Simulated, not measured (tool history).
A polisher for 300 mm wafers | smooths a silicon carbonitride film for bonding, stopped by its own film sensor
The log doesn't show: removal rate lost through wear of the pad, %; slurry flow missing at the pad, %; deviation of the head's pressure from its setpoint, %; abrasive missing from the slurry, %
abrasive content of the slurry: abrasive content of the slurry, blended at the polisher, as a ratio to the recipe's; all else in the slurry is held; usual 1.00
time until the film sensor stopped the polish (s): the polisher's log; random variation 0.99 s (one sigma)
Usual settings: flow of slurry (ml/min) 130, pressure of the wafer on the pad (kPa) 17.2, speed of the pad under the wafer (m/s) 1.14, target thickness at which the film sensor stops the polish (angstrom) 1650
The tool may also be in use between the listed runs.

run	day	flow of slurry (ml/min)	pressure of the wafer on the pad (kPa)	speed of the pad under the wafer (m/s)	abrasive content of the slurry	target thickness at which the film sensor stops the polish (angstrom)	wafers since the last listed run	wafers polished on this pad	hours since the slurry nozzle was cleaned	hours since the head pressure was calibrated	hours since the slurry blender was calibrated	incoming thickness of the incoming film, nm	time until the film sensor stopped the polish (s)
1	0.000	130	17.2	1.14	1.00	1650	0	390	237.6	774.3	115.7	193.5	96.5
2	0.354	130	17.2	1.14	1.00	1650	48	438	246.1	782.8	124.2	188.2	78.2
3	0.671	140	17.2	1.14	1.00	1710	43	481	253.7	790.4	131.8	193.0	74.5
4	0.979	140	17.2	1.14	1.00	1710	42	523	261.1	797.8	139.2	189.8	63.4
5	1.662	130	17.2	1.14	1.00	1650	93	617	277.5	814.2	155.6	190.0	89.6
6	2.392	130	17.2	1.14	1.00	1650	99	716	295.0	831.7	173.1	190.7	91.5
7	3.133	130	17.2	1.14	1.00	1650	101	818	312.8	849.5	190.9	189.0	86.8
8	3.804	130	17.2	1.14	1.00	1650	91	909	328.9	865.6	207.0	189.6	91.6
9	4.371	130	17.2	1.14	1.00	1650	77	987	342.5	879.2	220.6	189.5	92.0
10	4.971	130	17.2	1.14	1.00	1650	81	1069	356.9	893.6	235.0	188.3	89.8
# day 5.200: head pressure recalibrated
11	5.321	130	11.0	0.98	1.00	1650	36	1105	365.3	2.9	243.4	193.4	162.7
12	6.221	130	11.7	1.14	0.85	1600	122	1228	386.9	24.5	265.0	189.4	157.6
13	6.546	130	17.2	1.14	1.15	1650	44	1273	394.7	32.3	272.8	190.6	100.6
# day 6.762: worn pad replaced by a new one
14	6.808	130	20.0	1.14	0.70	1580	13	5	401.0	38.6	279.1	192.5	135.7

Forecast run 15:
# day 6.958: slurry blender recalibrated
# day 7.025: slurry nozzle cleaned
15	7.325	160	13.8	1.14	1.15	1570	53	59	7.2	51.0	8.8	190.7	?

{"run 15": {"time until the film sensor stopped the polish (s)": 118.2}}
Without the tool's hidden state the same run would have given time until the film sensor stopped the polish (s) 116.1.
